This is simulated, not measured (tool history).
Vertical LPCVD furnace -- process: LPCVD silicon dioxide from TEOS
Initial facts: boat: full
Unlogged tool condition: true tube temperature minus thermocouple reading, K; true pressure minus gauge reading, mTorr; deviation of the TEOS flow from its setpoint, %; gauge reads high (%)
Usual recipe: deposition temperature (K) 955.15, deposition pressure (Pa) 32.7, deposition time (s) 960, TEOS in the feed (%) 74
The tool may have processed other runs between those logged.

run   hour  deposition temperature (K)  deposition pressure (Pa)  deposition time (s)  TEOS in the feed (%)  wafers since the last listed run  hours since the last temperature calibration  hours since the pressure gauge was zeroed  hours since the TEOS flow controller was replaced  hours since the gauge calibration  read-back reference wafer on the same gauge, thickness  film thickness on the monitor wafer in the middle of the boat (Å)
  1    0.0                      955.15                      32.7                  960                    74                                 0                                        4946.3                                     1713.1                                             3717.8                              179.2                                                   66.90                                                              887.8
  2   12.5                      955.15                      32.7                  960                    74                               221                                        4958.8                                     1725.6                                             3730.3                              191.7                                                   66.89                                                              888.2
  3   29.9                      955.15                      32.7                  960                    74                               308                                        4976.2                                     1743.0                                             3747.7                              209.1                                                   66.89                                                              889.1
      39.9  -- gauge calibrated
  4   40.6                      955.15                      32.7                  960                    74                               189                                        4986.9                                     1753.7                                             3758.4                                0.7                                                   66.92                                                              889.2
  5   53.1                      955.15                      32.7                  960                    74                               221                                        4999.4                                     1766.2                                             3770.9                               13.2                                                   66.91                                                              886.4
  6   67.8                      955.15                      32.7                  960                    82                               260                                        5014.1                                     1780.9                                             3785.6                               27.9                                                   66.89                                                              934.9
  7   73.9                      951.15                      37.3                  960                    74                               108                                        5020.2                                     1787.0                                             3791.7                               34.0                                                   66.91                                                              862.0
      98.5  -- pressure gauge zeroed
  8   99.0                      951.15                      37.3                  960                    74                                19                                        5045.3                                        0.5                                             3816.8                               59.1                                                   66.88                                                              863.9
  9  102.7                      951.15                      37.3                  960                    74                                65                                        5049.0                                        4.2                                             3820.5                               62.8                                                   66.87                                                              861.9
 10  114.6                      955.15                      32.7                  960                    74                               211                                        5060.9                                       16.1                                             3832.4                               74.7                                                   66.94                                                              890.5
 11  123.9                      955.15                      32.7                  960                    74                               164                                        5070.2                                       25.4                                             3841.7                               84.0                                                   66.92                                                              887.7
 12  133.0                      964.15                      32.7                  960                    74                               161                                        5079.3                                       34.5                                             3850.8                               93.1                                                   66.91                                                             1102.1
 13  139.5                      955.15                      32.7                  960                    74                               115                                        5085.8                                       41.0                                             3857.3                               99.6                                                   66.87                                                              888.5
 14  149.9                      955.15                      36.0                  960                    74                               184                                        5096.2                                       51.4                                             3867.7                              110.0                                                   66.88                                                              933.2
 15  164.9                      963.15                      32.7                  660                    74                               266                                        5111.2                                       66.4                                             3882.7                              125.0                                                   66.87                                                              737.7
     195.1  -- thermocouples replaced and temperature profile calibrated
 16  195.6                      948.15                      30.0                  840                    89                               118                                           0.5                                       97.1                                             3913.4                              155.7                                                   66.94                                                              626.0
 17  199.4                      964.15                      32.7                  960                    74                                67                                           4.3                                      100.9                                             3917.2                              159.5                                                   66.91                                                             1003.0
     226.8  -- TEOS flow controller replaced
 18  227.3                      955.15                      32.7                  960                    74                                69                                          32.2                                      128.8                                                0.5                              187.4                                                   66.91                                                              811.3
     229.3  -- gauge calibrated
 19  231.0                      962.15                      32.7                  960                    74                                65                                          35.9                                      132.5                                                4.2                                1.7                                                   66.91                                                              954.8
 20  234.7                      955.15                      32.7                  660                    74                                65                                          39.6                                      136.2                                                7.9                                5.4                                                   66.86                                                              555.9
 21  238.5                      955.15                      32.7                  960                    74                                67                                          43.4                                      140.0                                               11.7                                9.2                                                   66.90                                                              811.7
 22  247.0                      950.15                      32.7                  960                    74                               150                                          51.9                                      148.5                                               20.2                               17.7                                                   66.90                                                              717.1
 23  253.8                      955.15                      32.7                  960                    74                               120                                          58.7                                      155.3                                               27.0                               24.5                                                   66.91                                                              811.1
 24  263.1                      944.15                      32.7                  960                    81                               164                                          68.0                                      164.6                                               36.3                               33.8                                                   66.90                                                              647.0
 25  271.3                      955.15                      38.0                  750                    83                               145                                          76.2                                      172.8                                               44.5                               42.0                                                   66.93                                                              722.5
 26  285.5                      944.15                      29.3                  960                    59                               251                                          90.4                                      187.0                                               58.7                               56.2                                                   66.90                                                              524.5
 27  295.8                      955.15                      32.7                 1230                    74                               182                                         100.7                                      197.3                                               69.0                               66.5                                                   66.92                                                             1038.1

Same runs, no hidden state in the tool, same run-to-run variation:
run  film thickness on the monitor wafer in the middle of the boat (Å)
  1                                                              803.2
  2                                                              803.4
  3                                                              804.2
  4                                                              804.3
  5                                                              801.7
  6                                                              845.6
  7                                                              778.9
  8                                                              780.7
  9                                                              778.8
 10                                                              805.3
 11                                                              802.8
 12                                                              998.5
 13                                                              803.4
 14                                                              843.8
 15                                                              668.2
 16                                                              623.2
 17                                                              998.5
 18                                                              806.2
 19                                                              948.6
 20                                                              552.1
 21                                                              806.0
 22                                                              711.6
 23                                                              804.7
 24                                                              641.4
 25                                                              716.0
 26                                                              519.3
 27                                                             1027.3

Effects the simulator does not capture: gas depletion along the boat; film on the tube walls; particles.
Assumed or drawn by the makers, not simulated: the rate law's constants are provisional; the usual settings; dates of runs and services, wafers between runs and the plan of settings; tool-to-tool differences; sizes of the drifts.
